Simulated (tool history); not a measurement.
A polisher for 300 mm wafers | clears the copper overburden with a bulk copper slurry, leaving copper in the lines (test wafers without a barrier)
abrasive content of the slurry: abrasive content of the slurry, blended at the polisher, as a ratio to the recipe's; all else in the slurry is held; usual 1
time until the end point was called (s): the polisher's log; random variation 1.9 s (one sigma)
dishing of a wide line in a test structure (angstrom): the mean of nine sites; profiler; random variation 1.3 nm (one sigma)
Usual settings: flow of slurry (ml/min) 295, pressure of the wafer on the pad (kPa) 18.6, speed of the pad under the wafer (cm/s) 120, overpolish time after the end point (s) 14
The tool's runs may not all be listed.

| run | day | flow of slurry (ml/min) | pressure of the wafer on the pad (kPa) | speed of the pad under the wafer (cm/s) | abrasive content of the slurry | overpolish time after the end point (s) | incoming thickness of the incoming film, nm | time until the end point was called (s) | dishing of a wide line in a test structure (angstrom) |
|---|---|---|---|---|---|---|---|---|---|
| 1 | 0 | 295 | 18.6 | 120 | 1 | 14 | 982 | 103.5 | 619 |
| 2 | 0.412 | 295 | 18.6 | 120 | 1 | 14 | 1006.7 | 107.2 | 618 |
| 3 | 1.079 | 295 | 18.6 | 120 | 1 | 14 | 982.6 | 101.9 | 600 |
| 4 | 1.708 | 295 | 18.6 | 120 | 1 | 11 | 993.6 | 106 | 518 |
| 5 | 2.292 | 295 | 18.6 | 120 | 1 | 11 | 993.1 | 106.2 | 537 |
| 6 | 2.954 | 295 | 18.6 | 120 | 1 | 11 | 1004.4 | 106.1 | 526 |
| 7 | 3.383 | 295 | 21.4 | 120 | 0.85 | 14 | 989.4 | 91.3 | 680 |
|  | 3.567 | worn pad replaced by a new one |
|  | 3.729 | slurry blender recalibrated |
|  | 3.804 | slurry nozzle cleaned |
| 8 | 3.825 | 295 | 18.6 | 120 | 1 | 14 | 1005 | 106.9 | 590 |
| 9 | 4.154 | 295 | 18.6 | 120 | 1 | 14 | 987.6 | 105.2 | 573 |
| 10 | 4.775 | 295 | 22.1 | 120 | 1 | 18 | 982.7 | 93.8 | 765 |
| 11 | 5.129 | 295 | 20.7 | 108 | 0.75 | 20 | 978.9 | 114.4 | 709 |
|  | 5.408 | slurry blender recalibrated, repeated, since the last time left the tool worse |
|  | 5.579 | head pressure recalibrated |
| 12 | 5.658 | 330 | 18.6 | 144 | 1 | 14 | 986.4 | 81 | 699 |
| 13 | 5.929 | 295 | 18.6 | 144 | 1.25 | 17 | 991.7 | 78.8 | 781 |
| 14 | 6.675 | 295 | 18.6 | 120 | 1 | 14 | 985.2 | 102.1 | 616 |
| 15 | 7.35 | 355 | 18.6 | 120 | 1 | 14 | 981.1 | 100.8 | 628 |
| 16 | 7.938 | 295 | 18.6 | 120 | 1 | 14 | 991.2 | 102.2 | 640 |
| 17 | 8.617 | 295 | 18.6 | 120 | 1 | 14 | 1000 | 101.9 | 621 |
| 18 | 9.038 | 295 | 18.6 | 120 | 1 | 14 | 1000.8 | 105.8 | 615 |
| 19 | 9.325 | 365 | 15.9 | 120 | 1 | 14 | 991.9 | 114.6 | 561 |

Forecast each of these 5 alternatives for the next run:
| A | 9.346 | 295 | 18.6 | 120 | 1 | 14 | 977.4 | ? | ? |
| B | 9.346 | 265 | 18.6 | 120 | 1 | 14 | 977.4 | ? | ? |
| C | 9.346 | 295 | 22.1 | 120 | 1 | 7 | 977.4 | ? | ? |
| D | 9.346 | 295 | 13.8 | 94 | 1.25 | 20 | 977.4 | ? | ? |
| E | 9.346 | 355 | 18.6 | 92 | 0.85 | 21 | 977.4 | ? | ? |

| run | time until the end point was called (s) | dishing of a wide line in a test structure (angstrom) |
|---|---|---|
| A | 104 | 625 |
| B | 104.8 | 622 |
| C | 87.7 | 452 |
| D | 171.8 | 558 |
| E | 137.9 | 667 |
Without the tool's hidden state the same runs would have given:
| run | time until the end point was called (s) | dishing of a wide line in a test structure (angstrom) |
|---|---|---|
| A | 101.5 | 633 |
| B | 102.3 | 630 |
| C | 85.6 | 460 |
| D | 167.6 | 566 |
| E | 134.7 | 675 |
